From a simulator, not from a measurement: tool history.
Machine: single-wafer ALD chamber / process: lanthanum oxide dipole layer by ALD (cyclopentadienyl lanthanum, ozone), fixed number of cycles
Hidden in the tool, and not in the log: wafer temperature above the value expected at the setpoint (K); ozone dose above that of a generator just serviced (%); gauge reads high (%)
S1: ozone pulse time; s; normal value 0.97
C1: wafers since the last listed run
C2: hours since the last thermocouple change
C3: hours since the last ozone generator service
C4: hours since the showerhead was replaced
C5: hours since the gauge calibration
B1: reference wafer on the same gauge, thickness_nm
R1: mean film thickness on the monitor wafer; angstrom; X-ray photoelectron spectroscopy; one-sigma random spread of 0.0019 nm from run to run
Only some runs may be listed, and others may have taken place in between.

run     day    S1   C1      C2     C3      C4     C5     B1    R1
  1   0.000  0.74    0  2365.2  263.6  6637.7   80.8  0.410  4.40
  2   0.871  0.74  225  2386.1  284.5  6658.6  101.7  0.410  4.39
  3   1.762  0.74  230  2407.5  305.9  6680.0  123.1  0.410  4.38
  4   2.992  1.11  318  2437.0  335.4  6709.5  152.6  0.410  5.04
  5   4.371  1.11  356  2470.1  368.5  6742.6  185.7  0.410  5.03
  6   5.612  1.11  321  2499.9  398.3  6772.4  215.5  0.410  5.01
  7   7.079  0.97  379  2535.1  433.5  6807.6  250.7  0.410  4.81
  8   8.542  0.97  378  2570.2  468.6  6842.7  285.8  0.410  4.78
  9   9.988  1.17  374  2604.9  503.3  6877.4  320.5  0.410  5.06
     10.479  -- ozone generator serviced
 10  10.821  1.17  129  2624.9    8.2  6897.4  340.5  0.410  4.85
 11  11.775  1.18  246  2647.8   31.1  6920.3  363.4  0.410  4.84
 12  13.079  1.18  337  2679.1   62.4  6951.6  394.7  0.410  4.83
     13.554  -- thermocouple changed; heater temperature recalibrated
     14.696  -- ozone generator serviced, repeated, since the last time left the tool worse
 13  14.717  0.97  251    27.9    0.5  6990.9  434.0  0.410  5.00
 14  15.321  0.97  156    42.4   15.0  7005.4  448.5  0.409  4.98
 15  16.333  0.84  262    66.7   39.3  7029.7  472.8  0.410  4.77
 16  16.971  0.84  164    82.0   54.6  7045.0  488.1  0.410  4.71
 17  18.412  1.22  373   116.6   89.2  7079.6  522.7  0.410  5.24
 18  19.600  0.72  307   145.1  117.7  7108.1  551.2  0.410  4.42
 19  20.633  0.97  267   169.9  142.5  7132.9  576.0  0.410  4.87
 20  21.150  0.76  133   182.3  154.9  7145.3  588.4  0.410  4.47
 21  21.829  1.23  175   198.6  171.2  7161.6  604.7  0.410  5.18
     23.017  -- gauge calibrated
     23.858  -- showerhead replaced
 22  24.842  0.97  693   270.9  243.5    23.6   43.8  0.410  4.87
 23  25.575  0.65  189   288.5  261.1    41.2   61.4  0.410  4.15
 24  26.300  0.60  187   305.9  278.5    58.6   78.8  0.410  4.03
 25  27.704  0.97  363   339.6  312.2    92.3  112.5  0.410  4.80
 26  28.633  0.97  240   361.9  334.5   114.6  134.8  0.410  4.79
 27  29.858  1.16  317   391.3  363.9   144.0  164.2  0.410  5.06
 28  30.633  0.73  200   409.9  382.5   162.6  182.8  0.410  4.31
 29  31.521  0.97  229   431.2  403.8   183.9  204.1  0.410  4.77
 30  32.654  0.63  293   458.4  431.0   211.1  231.3  0.410  4.07
 31  33.192  1.28  139   471.3  443.9   224.0  244.2  0.410  5.19
 32  34.008  0.69  211   490.9  463.5   243.6  263.8  0.410  4.23

The logged runs with the hidden state left out (each run's random variation unchanged):
run    R1
  1  4.60
  2  4.61
  3  4.60
  4  5.21
  5  5.22
  6  5.20
  7  5.03
  8  5.00
  9  5.25
 10  5.25
 11  5.28
 12  5.31
 13  5.01
 14  5.00
 15  4.82
 16  4.78
 17  5.30
 18  4.55
 19  4.99
 20  4.62
 21  5.29
 22  5.04
 23  4.37
 24  4.25
 25  4.99
 26  4.98
 27  5.23
 28  4.55
 29  4.98
 30  4.33
 31  5.36
 32  4.49
